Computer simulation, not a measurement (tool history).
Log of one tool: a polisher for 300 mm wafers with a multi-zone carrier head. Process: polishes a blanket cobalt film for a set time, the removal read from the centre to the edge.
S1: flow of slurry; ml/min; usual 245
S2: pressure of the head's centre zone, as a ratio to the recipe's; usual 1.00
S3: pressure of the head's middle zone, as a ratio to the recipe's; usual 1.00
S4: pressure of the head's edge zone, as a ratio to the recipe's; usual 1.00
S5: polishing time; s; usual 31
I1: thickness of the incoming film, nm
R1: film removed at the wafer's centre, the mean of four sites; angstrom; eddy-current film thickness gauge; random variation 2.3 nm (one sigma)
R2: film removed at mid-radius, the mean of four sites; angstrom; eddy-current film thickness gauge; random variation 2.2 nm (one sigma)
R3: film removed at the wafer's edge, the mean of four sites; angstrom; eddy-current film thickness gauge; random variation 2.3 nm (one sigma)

{"run": 1, "hour": 0.0, "S1": 245, "S2": 1.0, "S3": 1.0, "S4": 1.04, "S5": 27, "I1": 980.3, "R1": 1311, "R2": 1278, "R3": 1276}
{"run": 2, "hour": 16.7, "S1": 245, "S2": 1.0, "S3": 1.0, "S4": 1.0, "S5": 31, "I1": 991.6, "R1": 1512, "R2": 1441, "R3": 1429}
{"run": 3, "hour": 28.6, "S1": 245, "S2": 1.0, "S3": 1.0, "S4": 1.0, "S5": 31, "I1": 1004.8, "R1": 1449, "R2": 1448, "R3": 1395}
{"run": 4, "hour": 44.8, "S1": 245, "S2": 0.95, "S3": 1.0, "S4": 1.0, "S5": 31, "I1": 996.4, "R1": 1379, "R2": 1461, "R3": 1405}
{"run": 5, "hour": 53.1, "S1": 245, "S2": 1.0, "S3": 1.0, "S4": 1.0, "S5": 31, "I1": 1006.7, "R1": 1493, "R2": 1529, "R3": 1535}
{"run": 6, "hour": 66.5, "S1": 245, "S2": 1.0, "S3": 1.0, "S4": 1.0, "S5": 31, "I1": 975.2, "R1": 1513, "R2": 1545, "R3": 1557}
{"run": 7, "hour": 82.5, "S1": 245, "S2": 1.0, "S3": 1.0, "S4": 1.08, "S5": 31, "I1": 983.8, "R1": 1483, "R2": 1500, "R3": 1522}
{"run": 8, "hour": 91.1, "S1": 220, "S2": 1.0, "S3": 1.0, "S4": 1.0, "S5": 31, "I1": 975.3, "R1": 1472, "R2": 1459, "R3": 1461}
{"run": 9, "hour": 101.2, "S1": 245, "S2": 0.93, "S3": 1.0, "S4": 1.09, "S5": 31, "I1": 999.1, "R1": 1448, "R2": 1456, "R3": 1552}
{"run": 10, "hour": 108.6, "S1": 245, "S2": 1.0, "S3": 1.0, "S4": 1.0, "S5": 31, "I1": 980.9, "R1": 1481, "R2": 1447, "R3": 1457}
{"run": 11, "hour": 119.9, "S1": 310, "S2": 1.0, "S3": 1.0, "S4": 1.0, "S5": 31, "I1": 973.8, "R1": 1506, "R2": 1500, "R3": 1478}
{"run": 12, "hour": 124.9, "S1": 245, "S2": 1.0, "S3": 0.9, "S4": 1.0, "S5": 31, "I1": 995.4, "R1": 1455, "R2": 1335, "R3": 1440}
{"run": 13, "hour": 163.5, "S1": 160, "S2": 0.93, "S3": 1.0, "S4": 1.0, "S5": 31, "I1": 994.5, "R1": 1303, "R2": 1359, "R3": 1359}
{"run": 14, "hour": 169.7, "S1": 285, "S2": 1.0, "S3": 0.92, "S4": 1.04, "S5": 21, "I1": 1001.2, "R1": 969, "R2": 909, "R3": 984}
{"run": 15, "hour": 179.5, "S1": 245, "S2": 1.0, "S3": 1.0, "S4": 1.0, "S5": 38, "I1": 982.5, "R1": 1923, "R2": 1888, "R3": 1919}
{"run": 16, "hour": 186.6, "S1": 245, "S2": 0.93, "S3": 1.11, "S4": 1.0, "S5": 40, "I1": 997.7, "R1": 1941, "R2": 2124, "R3": 1970}
{"run": 17, "hour": 195.9, "S1": 175, "S2": 1.08, "S3": 0.97, "S4": 1.0, "S5": 34, "I1": 977.1, "R1": 1655, "R2": 1609, "R3": 1602}
{"run": 18, "hour": 212.3, "S1": 245, "S2": 1.0, "S3": 1.0, "S4": 0.93, "S5": 31, "I1": 1004.3, "R1": 1544, "R2": 1516, "R3": 1448}
{"run": 19, "hour": 225.5, "S1": 245, "S2": 1.0, "S3": 1.0, "S4": 1.0, "S5": 31, "I1": 988.6, "R1": 1507, "R2": 1476, "R3": 1450}
{"run": 20, "hour": 237.1, "S1": 245, "S2": 1.0, "S3": 1.0, "S4": 1.0, "S5": 31, "I1": 995.2, "R1": 1494, "R2": 1509, "R3": 1494}
{"run": 21, "hour": 253.0, "S1": 245, "S2": 0.93, "S3": 1.0, "S4": 1.09, "S5": 31, "I1": 1003.8, "R1": 1431, "R2": 1515, "R3": 1483}

Not shown: 6 entries that the log had between the listed runs. Between which runs, and how does the tool's hidden state differ before and after?
Between runs 4 and 5: worn pad replaced by a new one (hour 49.8)
  removal rate lost through wear of the pad, %: 8.15 -> 1.17
  measured less the result without the state, R1: -122 -> -17 angstrom; R2: -129 -> -18 angstrom; R3: -124 -> -19 angstrom
Between runs 5 and 6: slurry nozzle cleaned (hour 56.6)
  removal rate lost through wear of the pad, %: 1.17 -> 2.11
  measured less the result without the state, R1: -17 -> -32 angstrom; R2: -18 -> -33 angstrom; R3: -19 -> -34 angstrom
Between runs 10 and 11: centre zone pressure recalibrated (hour 117.2); carrier head's membrane replaced by a new one (hour 119.4)
  removal rate lost through wear of the pad, %: 5.06 -> 5.85
  measured less the result without the state, R1: -79 -> -94 angstrom; R2: -78 -> -94 angstrom; R3: -77 -> -92 angstrom
Between runs 14 and 15: edge zone pressure recalibrated (hour 177.3); worn pad replaced by a new one (hour 179.0)
  removal rate lost through wear of the pad, %: 9.33 -> 0.269
  measured less the result without the state, R1: -100 -> -5 angstrom; R2: -93 -> -6 angstrom; R3: -101 -> -5 angstrom
